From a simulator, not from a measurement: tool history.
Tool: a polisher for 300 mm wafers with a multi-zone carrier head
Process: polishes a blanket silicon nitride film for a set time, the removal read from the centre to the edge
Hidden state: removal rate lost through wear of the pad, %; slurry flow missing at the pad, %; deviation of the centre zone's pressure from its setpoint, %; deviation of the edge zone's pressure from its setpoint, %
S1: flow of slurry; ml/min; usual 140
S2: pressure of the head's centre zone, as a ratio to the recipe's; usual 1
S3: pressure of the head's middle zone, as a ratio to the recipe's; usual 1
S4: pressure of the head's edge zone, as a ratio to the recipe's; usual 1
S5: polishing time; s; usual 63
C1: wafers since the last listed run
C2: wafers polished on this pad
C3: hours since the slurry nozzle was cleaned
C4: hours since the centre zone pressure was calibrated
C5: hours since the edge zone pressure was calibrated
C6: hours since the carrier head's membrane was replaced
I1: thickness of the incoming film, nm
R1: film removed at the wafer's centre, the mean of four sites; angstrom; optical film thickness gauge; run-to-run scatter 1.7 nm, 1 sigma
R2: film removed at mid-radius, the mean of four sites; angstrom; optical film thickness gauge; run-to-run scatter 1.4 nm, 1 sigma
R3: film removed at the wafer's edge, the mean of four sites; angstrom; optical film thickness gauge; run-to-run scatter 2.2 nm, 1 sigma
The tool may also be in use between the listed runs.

run   hour   S1    S2    S3    S4  S5   C1    C2     C3      C4      C5      C6     I1    R1    R2    R3
  1      0  140     1     1     1  63    0   115   89.1  1202.4  1073.1   650.5  738.8  1288  1475  1418
  2     34  140     1     1     1  63  313   429  123.1  1236.4  1107.1   684.5  748.3  1278  1447  1444
  3   54.4  140     1     1     1  63  188   617  143.5  1256.8  1127.5   704.9  750.9  1284  1457  1449
  4   90.1  140     1     1     1  63  329   946  179.2  1292.5  1163.2   740.6  749.1  1311  1489  1448
     126.4  -- centre zone pressure recalibrated
  5  139.5  140  0.96     1     1  51  437  1383  228.6    13.1  1212.6     790  744.2  1158  1183  1139
  6  158.6  140     1     1  0.94  63  176  1559  247.7    32.2  1231.7   809.1    749  1448  1441  1424
     208.6  -- worn pad replaced by a new one
  7  209.1  140     1  1.09   0.9  63  428     4  298.2    82.7  1282.2   859.6  745.9  1434  1538  1369
  8  233.5  140     1  0.95     1  63  225   229  322.6   107.1  1306.6     884  751.7  1426  1390  1411
     239.7  -- edge zone pressure recalibrated
  9  323.4  140     1     1     1  63  810  1040  412.5     197    83.7   973.9  745.2  1367  1454  1448
     331.8  -- slurry nozzle cleaned
 10  366.4  155  1.09  1.07  1.05  63  387  1428   34.6     240   126.7  1016.9    744  1537  1572  1499
 11  398.3  140  0.91     1     1  63  294  1722   66.5   271.9   158.6  1048.8    746  1266  1464  1446
     409.3  -- worn pad replaced by a new one
     417.4  -- carrier head's membrane replaced by a new one
 12  425.5  170     1  1.07  1.08  63  167   103   93.7   299.1   185.8     8.1  754.5  1426  1621  1558
 13  491.7  110     1  0.92     1  72  610   714  159.9   365.3     252    74.3  747.4  1445  1485  1593
 14  505.9  140  1.09     1     1  47  130   844  174.1   379.5   266.2    88.5  764.5  1124  1101  1089
 15  536.7  140     1  1.08     1  57  284  1129  204.9   410.3     297   119.3  756.3  1234  1414  1275
 16  598.6  110     1  0.92     1  72  570  1700  266.8   472.2   358.9   181.2  759.5  1415  1471  1608
 17  624.5  140  0.91   1.1  0.94  45  238  1938  292.7   498.1   384.8   207.1  737.1   872  1138  1007
     636.7  -- worn pad replaced by a new one
 18  637.2  120     1  0.91     1  63   80     4  305.4   510.8   397.5   219.8  759.7  1288  1312  1409
 19  655.8  155  1.09  1.07  1.05  63  171   176    324   529.4   416.1   238.4  761.8  1486  1545  1503
 20  677.9  140     1     1     1  63  203   380  346.1   551.5   438.2   260.5    746  1317  1449  1409
 21  695.8  140     1  0.93     1  63  165   545    364   569.4   456.1   278.4  760.7  1340  1371  1440
 22  713.9  140     1     1     1  63  166   712  382.1   587.5   474.2   296.5    737  1318  1466  1455
     718.5  -- slurry nozzle cleaned
 23  726.1  140     1     1  0.96  63  103   815    7.6   599.7   486.4   308.7  740.2  1331  1454  1433

Selected run-to-run steps in R1, each split into two signed amounts: the part the tool would show with no hidden state at all (from settings, incoming material and random variation), and the remainder, which goes to the hidden state together with any gauge scatter not common to the measured and the hidden-state-free results:
Run 4 -> 5: S2 1 -> 0.96, S5 63 -> 51, centre zone pressure recalibrated. R1 -153 angstrom: hidden state +181, all else -334.
Run 16 -> 17: S1 110 -> 140, S2 1 -> 0.91, S3 0.92 -> 1.1, S4 1 -> 0.94, S5 72 -> 45. R1 -543 angstrom: hidden state +40, all else -583.
Run 17 -> 18: S1 140 -> 120, S2 0.91 -> 1, S3 1.1 -> 0.91, S4 0.94 -> 1, S5 45 -> 63, worn pad replaced by a new one. R1 +416 angstrom: hidden state -35, all else +451.

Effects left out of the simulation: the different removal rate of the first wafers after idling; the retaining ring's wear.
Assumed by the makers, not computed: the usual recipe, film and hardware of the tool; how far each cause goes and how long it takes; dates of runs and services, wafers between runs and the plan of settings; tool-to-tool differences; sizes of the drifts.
